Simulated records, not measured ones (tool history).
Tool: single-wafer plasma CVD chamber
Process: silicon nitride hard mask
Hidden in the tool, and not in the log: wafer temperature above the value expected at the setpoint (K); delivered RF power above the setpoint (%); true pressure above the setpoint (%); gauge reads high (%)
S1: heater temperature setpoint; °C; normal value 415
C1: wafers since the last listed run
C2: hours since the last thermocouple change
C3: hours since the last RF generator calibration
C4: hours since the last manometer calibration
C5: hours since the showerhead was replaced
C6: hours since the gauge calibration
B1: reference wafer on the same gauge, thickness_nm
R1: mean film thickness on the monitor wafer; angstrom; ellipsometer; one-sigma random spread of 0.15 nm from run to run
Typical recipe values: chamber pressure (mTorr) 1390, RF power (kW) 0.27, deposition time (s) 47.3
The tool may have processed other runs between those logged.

Run 1, hour 0: usual settings but RF power (kW) 0.3; C1 0; C2 1548.1; C3 1309.7; C4 2586; C5 6731.9; C6 188.6; B1 53.424. Result: R1 487.52 angstrom.
Run 2, hour 40.8: usual settings but S1 412 °C, RF power (kW) 0.29; C1 545; C2 1588.9; C3 1350.5; C4 2626.8; C5 6772.7; C6 229.4; B1 53.414. Result: R1 478.87 angstrom.
Run 3, hour 56: usual settings; C1 203; C2 1604.1; C3 1365.7; C4 2642; C5 6787.9; C6 244.6; B1 53.45. Result: R1 455.14 angstrom.
Run 4, hour 70.6: usual settings; C1 195; C2 1618.7; C3 1380.3; C4 2656.6; C5 6802.5; C6 259.2; B1 53.42. Result: R1 454.75 angstrom.
Run 5, hour 80: usual settings but S1 405 °C; C1 125; C2 1628.1; C3 1389.7; C4 2666; C5 6811.9; C6 268.6; B1 53.439. Result: R1 457.15 angstrom.
Run 6, hour 93.3: usual settings but S1 405 °C; C1 177; C2 1641.4; C3 1403; C4 2679.3; C5 6825.2; C6 281.9; B1 53.386. Result: R1 455.18 angstrom.
Run 7, hour 110.3: usual settings but S1 405 °C; C1 227; C2 1658.4; C3 1420; C4 2696.3; C5 6842.2; C6 298.9; B1 53.397. Result: R1 458.96 angstrom.
Run 8, hour 127: usual settings; C1 223; C2 1675.1; C3 1436.7; C4 2713; C5 6858.9; C6 315.6; B1 53.382. Result: R1 455.45 angstrom.
Run 9, hour 141.3: usual settings but deposition time (s) 39.8; C1 191; C2 1689.4; C3 1451; C4 2727.3; C5 6873.2; C6 329.9; B1 53.41. Result: R1 383.03 angstrom.
Run 10, hour 150: usual settings but deposition time (s) 39.8; C1 116; C2 1698.1; C3 1459.7; C4 2736; C5 6881.9; C6 338.6; B1 53.407. Result: R1 383.04 angstrom.
At hour 159: thermocouple changed; heater temperature recalibrated.
Run 11, hour 159.5: usual settings but deposition time (s) 39.8; C1 20; C2 0.5; C3 1469.2; C4 2745.5; C5 6891.4; C6 348.1; B1 53.401. Result: R1 383.71 angstrom.
Run 12, hour 162.4: usual settings but S1 410 °C, RF power (kW) 0.31, deposition time (s) 37.8; C1 38; C2 3.4; C3 1472.1; C4 2748.4; C5 6894.3; C6 351; B1 53.419. Result: R1 398.38 angstrom.
Run 13, hour 178.4: usual settings; C1 213; C2 19.4; C3 1488.1; C4 2764.4; C5 6910.3; C6 367; B1 53.387. Result: R1 453.59 angstrom.
Run 14, hour 187.1: usual settings; C1 116; C2 28.1; C3 1496.8; C4 2773.1; C5 6919; C6 375.7; B1 53.417. Result: R1 454.53 angstrom.
Run 15, hour 198.1: usual settings; C1 146; C2 39.1; C3 1507.8; C4 2784.1; C5 6930; C6 386.7; B1 53.394. Result: R1 454.07 angstrom.
At hour 215.8: showerhead replaced.
Run 16, hour 216.3: usual settings; C1 136; C2 57.3; C3 1526; C4 2802.3; C5 0.5; C6 404.9; B1 53.372. Result: R1 454.72 angstrom.
Run 17, hour 227.1: usual settings; C1 144; C2 68.1; C3 1536.8; C4 2813.1; C5 11.3; C6 415.7; B1 53.369. Result: R1 451.63 angstrom.
Run 18, hour 258: usual settings but S1 421 °C; C1 412; C2 99; C3 1567.7; C4 2844; C5 42.2; C6 446.6; B1 53.444. Result: R1 451.03 angstrom.
At hour 266.7: RF generator calibrated.
At hour 268: capacitance manometer re-zeroed and calibrated.
At hour 307: gauge calibrated.
Run 19, hour 308.1: usual settings but chamber pressure (mTorr) 1210, RF power (kW) 0.29; C1 544; C2 149.1; C3 41.4; C4 40.1; C5 92.3; C6 1.1; B1 53.418. Result: R1 441.2 angstrom.
Run 20, hour 325.9: usual settings but S1 404 °C; C1 237; C2 166.9; C3 59.2; C4 57.9; C5 110.1; C6 18.9; B1 53.404. Result: R1 439.77 angstrom.
At hour 338.7: RF generator calibrated, repeated, since the last time left the tool worse.
Run 21, hour 339.2: usual settings but S1 411 °C, RF power (kW) 0.295; C1 70; C2 180.2; C3 0.5; C4 71.2; C5 123.4; C6 32.2; B1 53.385. Result: R1 494.25 angstrom.
Run 22, hour 347.6: usual settings but chamber pressure (mTorr) 1180, RF power (kW) 0.235; C1 112; C2 188.6; C3 8.9; C4 79.6; C5 131.8; C6 40.6; B1 53.394. Result: R1 405.73 angstrom.
Run 23, hour 359.6: usual settings but S1 430 °C; C1 160; C2 200.6; C3 20.9; C4 91.6; C5 143.8; C6 52.6; B1 53.374. Result: R1 461.99 angstrom.
Run 24, hour 368.1: usual settings but S1 425 °C, deposition time (s) 43.7; C1 113; C2 209.1; C3 29.4; C4 100.1; C5 152.3; C6 61.1; B1 53.405. Result: R1 427.78 angstrom.
Run 25, hour 382.4: usual settings but S1 405 °C, chamber pressure (mTorr) 1600, RF power (kW) 0.295, deposition time (s) 52.8; C1 191; C2 223.4; C3 43.7; C4 114.4; C5 166.6; C6 75.4; B1 53.383. Result: R1 572.05 angstrom.
Run 26, hour 390.8: usual settings but chamber pressure (mTorr) 1570, deposition time (s) 52.2; C1 112; C2 231.8; C3 52.1; C4 122.8; C5 175; C6 83.8; B1 53.357. Result: R1 533.44 angstrom.
Run 27, hour 404.6: usual settings but S1 408 °C, chamber pressure (mTorr) 1300, RF power (kW) 0.23, deposition time (s) 43.5; C1 184; C2 245.6; C3 65.9; C4 136.6; C5 188.8; C6 97.6; B1 53.362. Result: R1 379.27 angstrom.
Run 28, hour 419.7: usual settings; C1 201; C2 260.7; C3 81; C4 151.7; C5 203.9; C6 112.7; B1 53.414. Result: R1 467.3 angstrom.
Run 29, hour 434.7: usual settings but chamber pressure (mTorr) 1170; C1 200; C2 275.7; C3 96; C4 166.7; C5 218.9; C6 127.7; B1 53.423. Result: R1 443.24 angstrom.

Some steps in R1, run to run, broken into two amounts with sign: the step expected even without the hidden condition (settings, incoming material, random variation), and the rest, left for the hidden condition together with whatever gauge scatter is not in both the measured and the hidden-condition-free result:
Run 18 -> 19: S1 421 -> 415, chamber pressure (mTorr) 1390 -> 1210, RF power (kW) 0.27 -> 0.29, RF generator calibrated, capacitance manometer re-zeroed and calibrated, gauge calibrated. R1 -9.83 angstrom: hidden state -15.45, all else +5.62.
Run 20 -> 21: S1 404 -> 411, RF power (kW) 0.27 -> 0.295, RF generator calibrated, repeated, since the last time left the tool worse. R1 +54.48 angstrom: hidden state +29.76, all else +24.72.
Run 24 -> 25: S1 425 -> 405, chamber pressure (mTorr) 1390 -> 1600, RF power (kW) 0.27 -> 0.295, deposition time (s) 43.7 -> 52.8. R1 +144.27 angstrom: hidden state -0.9, all else +145.17.
Run 26 -> 27: S1 415 -> 408, chamber pressure (mTorr) 1570 -> 1300, RF power (kW) 0.27 -> 0.23, deposition time (s) 52.2 -> 43.5. R1 -154.17 angstrom: hidden state +0.87, all else -155.04.
